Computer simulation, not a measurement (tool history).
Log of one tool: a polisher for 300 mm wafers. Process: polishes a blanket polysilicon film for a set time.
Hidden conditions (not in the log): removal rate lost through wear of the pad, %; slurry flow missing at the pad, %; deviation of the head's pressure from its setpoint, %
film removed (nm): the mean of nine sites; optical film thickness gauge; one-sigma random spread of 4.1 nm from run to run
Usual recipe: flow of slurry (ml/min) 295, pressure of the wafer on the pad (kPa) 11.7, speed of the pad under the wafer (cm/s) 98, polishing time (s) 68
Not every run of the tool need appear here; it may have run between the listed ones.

run,hour,flow of slurry (ml/min),pressure of the wafer on the pad (kPa),speed of the pad under the wafer (cm/s),polishing time (s),wafers since the last listed run,wafers polished on this pad,hours since the slurry nozzle was cleaned,hours since the head pressure was calibrated,"incoming thickness of the incoming film, nm",film removed (nm)
1,0.0,295,11.7,98,68,0,833,310.1,192.6,951.2,406.3
2,32.7,295,11.7,98,68,495,1329,342.8,225.3,931.1,398.8
# hour 49.0: worn pad replaced by a new one
3,65.0,295,11.7,98,68,428,241,375.1,257.6,935.0,400.3
4,99.6,295,11.7,98,68,524,765,409.7,292.2,938.5,396.9
5,132.1,295,10.3,98,68,492,1258,442.2,324.7,948.6,353.4
6,151.6,295,10.3,98,68,295,1553,461.7,344.2,936.1,355.2
# hour 163.9: worn pad replaced by a new one
7,173.5,295,10.3,98,68,271,145,483.6,366.1,947.9,357.9
# hour 180.8: head pressure recalibrated
8,206.8,295,11.7,98,68,474,619,516.9,26.0,953.6,400.3
# hour 216.9: slurry nozzle cleaned
9,229.0,295,11.7,98,68,321,940,12.1,48.2,947.3,397.4
10,257.5,295,11.7,98,68,431,1372,40.6,76.7,940.3,402.8
# hour 282.0: worn pad replaced by a new one
11,282.9,295,11.7,98,68,324,13,66.0,102.1,944.3,397.7
12,311.0,295,11.7,122,68,425,438,94.1,130.2,942.5,485.2
13,327.8,255,11.7,90,68,254,693,110.9,147.0,924.8,367.3
14,347.7,355,11.7,80,57,301,994,130.8,166.9,951.1,279.8
# hour 387.1: worn pad replaced by a new one
15,405.5,195,11.7,98,68,814,278,188.6,224.7,942.3,386.0
16,423.2,295,13.1,122,68,268,546,206.3,242.4,950.6,563.5
17,448.1,365,11.7,76,68,377,923,231.2,267.3,958.7,311.1
18,464.0,295,15.9,86,68,240,1164,247.1,283.2,958.5,470.1
19,476.4,335,11.7,98,68,187,1352,259.5,295.6,957.3,401.8
# hour 504.2: worn pad replaced by a new one
20,511.9,235,11.7,98,68,477,116,295.0,331.1,945.6,396.5
# hour 533.2: head pressure recalibrated
21,533.7,295,11.7,98,68,299,416,316.8,0.5,949.7,399.9

Below are 5 alternative next runs, each starting from the tool's condition after run 21. Predict each:
A,534.1,295,11.7,98,75,6,422,317.2,0.9,928.3,?
B,534.1,295,10.3,98,54,6,422,317.2,0.9,928.3,?
C,534.1,295,11.7,74,68,6,422,317.2,0.9,928.3,?
D,534.1,260,13.8,72,57,6,422,317.2,0.9,928.3,?
E,534.1,260,9.0,98,52,6,422,317.2,0.9,928.3,?

run,film removed (nm)
A,448.2
B,286.8
C,306.9
D,289.9
E,239.7
Stripped of hidden state, with their random variation kept, the same runs would have yielded:
run,film removed (nm)
A,448.2
B,286.8
C,306.9
D,289.9
E,239.7
